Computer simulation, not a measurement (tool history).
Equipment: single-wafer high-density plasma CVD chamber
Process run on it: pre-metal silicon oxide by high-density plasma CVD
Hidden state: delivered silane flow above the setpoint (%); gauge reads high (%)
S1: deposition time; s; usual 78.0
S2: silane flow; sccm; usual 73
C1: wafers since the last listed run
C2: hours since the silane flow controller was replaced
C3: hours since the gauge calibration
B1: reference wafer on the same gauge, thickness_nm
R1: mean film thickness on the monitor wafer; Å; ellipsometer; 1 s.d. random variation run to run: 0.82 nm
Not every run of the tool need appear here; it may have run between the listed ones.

Run 1, hour 0.0: usual settings but S1 66.9 s; C1 0; C2 2664.5; C3 205.4; B1 459.673. Result: R1 4517.79 Å.
Run 2, hour 22.8: usual settings but S1 66.9 s; C1 302; C2 2687.3; C3 228.2; B1 460.105. Result: R1 4526.61 Å.
Run 3, hour 43.1: usual settings but S1 66.9 s; C1 269; C2 2707.6; C3 248.5; B1 459.834. Result: R1 4532.27 Å.
Run 4, hour 66.0: usual settings; C1 303; C2 2730.5; C3 271.4; B1 460.055. Result: R1 5268.76 Å.
Run 5, hour 78.0: usual settings; C1 159; C2 2742.5; C3 283.4; B1 459.966. Result: R1 5245.79 Å.
Run 6, hour 110.8: usual settings; C1 434; C2 2775.3; C3 316.2; B1 459.899. Result: R1 5266.67 Å.
Run 7, hour 135.7: usual settings but S2 67 sccm; C1 330; C2 2800.2; C3 341.1; B1 459.976. Result: R1 4955.59 Å.
Run 8, hour 149.6: usual settings but S2 67 sccm; C1 184; C2 2814.1; C3 355.0; B1 460.132. Result: R1 4949.17 Å.
Run 9, hour 182.0: usual settings but S2 66 sccm; C1 429; C2 2846.5; C3 387.4; B1 460.049. Result: R1 4890.83 Å.
At hour 192.6: gauge calibrated.
Run 10, hour 216.3: usual settings; C1 454; C2 2880.8; C3 23.7; B1 459.793. Result: R1 5257.53 Å.
Run 11, hour 238.9: usual settings; C1 299; C2 2903.4; C3 46.3; B1 459.902. Result: R1 5243.03 Å.
Run 12, hour 270.2: usual settings but S1 93.1 s; C1 414; C2 2934.7; C3 77.6; B1 460.005. Result: R1 6232.09 Å.
At hour 325.5: silane flow controller replaced.
Run 13, hour 326.0: usual settings but S1 93.6 s, S2 79 sccm; C1 633; C2 0.5; C3 133.4; B1 459.822. Result: R1 6895.55 Å.
Run 14, hour 333.8: usual settings but S1 91.5 s, S2 77 sccm; C1 103; C2 8.3; C3 141.2; B1 460.093. Result: R1 6610.20 Å.

What does the tool deliver on the next run?
Run 15, hour 359.5: usual settings but S2 83 sccm; C1 340; C2 34.0; C3 166.9; B1 ?. Result: R1 ?.

For run 15 the tool returned B1 459.864, R1 5972.33 Å.
Had the tool carried no hidden state, the very same run would have given R1 5985.52 Å.

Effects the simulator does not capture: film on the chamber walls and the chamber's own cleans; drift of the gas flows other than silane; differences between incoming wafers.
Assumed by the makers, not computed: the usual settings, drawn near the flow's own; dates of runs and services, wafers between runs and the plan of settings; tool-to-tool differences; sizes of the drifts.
